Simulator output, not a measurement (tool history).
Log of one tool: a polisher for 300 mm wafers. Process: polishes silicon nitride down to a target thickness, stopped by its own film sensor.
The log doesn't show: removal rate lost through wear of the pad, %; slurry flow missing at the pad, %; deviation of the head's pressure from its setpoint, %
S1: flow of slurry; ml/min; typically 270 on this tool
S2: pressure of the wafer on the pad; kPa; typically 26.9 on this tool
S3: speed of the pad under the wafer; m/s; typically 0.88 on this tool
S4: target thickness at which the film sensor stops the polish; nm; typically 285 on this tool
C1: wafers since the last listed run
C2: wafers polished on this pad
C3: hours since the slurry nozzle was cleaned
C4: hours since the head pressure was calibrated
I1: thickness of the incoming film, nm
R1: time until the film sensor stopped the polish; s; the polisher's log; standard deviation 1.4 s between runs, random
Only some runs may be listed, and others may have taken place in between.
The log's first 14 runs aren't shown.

run 15 hour=982.2 | S1=270 S2=26.9 S3=0.88 S4=285 | C1=846 C2=3536 C3=213.8 C4=255.5 | I1=445.0 | R1=80.7
-- hour=1039.2 worn pad replaced by a new one
run 16 hour=1068.1 | S1=240 S2=26.9 S3=0.88 S4=285 | C1=743 C2=262 C3=299.7 C4=341.4 | I1=450.8 | R1=82.9
run 17 hour=1111.3 | S1=225 S2=22.8 S3=0.60 S4=267 | C1=392 C2=654 C3=342.9 C4=384.6 | I1=454.8 | R1=129.4
run 18 hour=1169.8 | S1=270 S2=26.9 S3=0.88 S4=285 | C1=531 C2=1185 C3=401.4 C4=443.1 | I1=451.4 | R1=83.5
-- hour=1196.1 slurry nozzle cleaned
run 19 hour=1240.2 | S1=270 S2=26.9 S3=0.88 S4=243 | C1=630 C2=1815 C3=44.1 C4=513.5 | I1=444.0 | R1=100.0
run 20 hour=1315.9 | S1=270 S2=26.9 S3=0.88 S4=285 | C1=687 C2=2502 C3=119.8 C4=589.2 | I1=455.5 | R1=88.8
run 21 hour=1419.4 | S1=270 S2=26.9 S3=0.78 S4=310 | C1=939 C2=3442 C3=223.3 C4=692.7 | I1=457.1 | R1=82.9
run 22 hour=1477.1 | S1=320 S2=26.9 S3=0.72 S4=306 | C1=523 C2=3966 C3=281.0 C4=750.4 | I1=450.3 | R1=82.1
-- hour=1504.8 worn pad replaced by a new one
run 23 hour=1516.8 | S1=270 S2=31.0 S3=0.88 S4=305 | C1=324 C2=109 C3=320.7 C4=790.1 | I1=446.0 | R1=67.2
run 24 hour=1569.6 | S1=270 S2=26.9 S3=0.88 S4=285 | C1=479 C2=588 C3=373.5 C4=842.9 | I1=442.3 | R1=83.3
-- hour=1572.6 slurry nozzle cleaned
run 25 hour=1669.0 | S1=240 S2=26.9 S3=0.88 S4=285 | C1=893 C2=1481 C3=96.4 C4=942.3 | I1=448.4 | R1=92.4
-- hour=1709.9 head pressure recalibrated
run 26 hour=1776.7 | S1=270 S2=26.9 S3=0.88 S4=285 | C1=959 C2=2441 C3=204.1 C4=66.8 | I1=442.8 | R1=76.4
run 27 hour=1871.4 | S1=270 S2=33.1 S3=0.88 S4=234 | C1=859 C2=3300 C3=298.8 C4=161.5 | I1=453.8 | R1=90.7
-- hour=1887.4 worn pad replaced by a new one
run 28 hour=1976.5 | S1=270 S2=26.9 S3=0.60 S4=285 | C1=917 C2=808 C3=403.9 C4=266.6 | I1=447.0 | R1=95.1
run 29 hour=2059.1 | S1=205 S2=33.8 S3=0.64 S4=250 | C1=749 C2=1558 C3=486.5 C4=349.2 | I1=448.0 | R1=98.8
-- hour=2060.7 slurry nozzle cleaned
run 30 hour=2109.9 | S1=270 S2=26.9 S3=0.72 S4=310 | C1=452 C2=2010 C3=49.2 C4=400.0 | I1=443.2 | R1=72.8
run 31 hour=2174.9 | S1=270 S2=33.8 S3=0.88 S4=285 | C1=590 C2=2600 C3=114.2 C4=465.0 | I1=454.8 | R1=70.9

Branching from run 31: 4 alternative next runs. What would each branch give?
run A hour=2175.4 | S1=300 S2=26.9 S3=0.88 S4=285 | C1=4 C2=2605 C3=114.7 C4=465.5 | I1=451.7 | R1=?
run B hour=2175.4 | S1=270 S2=26.9 S3=0.78 S4=285 | C1=4 C2=2605 C3=114.7 C4=465.5 | I1=451.7 | R1=?
run C hour=2175.4 | S1=270 S2=33.1 S3=1.08 S4=285 | C1=4 C2=2605 C3=114.7 C4=465.5 | I1=451.7 | R1=?
run D hour=2175.4 | S1=270 S2=26.9 S3=0.88 S4=270 | C1=4 C2=2605 C3=114.7 C4=465.5 | I1=451.7 | R1=?

run=A R1=83.1
run=B R1=88.9
run=C R1=64.4
run=D R1=91.5
Had the tool no hidden state, the same runs would have come out as:
run=A R1=81.0
run=B R1=86.6
run=C R1=62.8
run=D R1=89.2
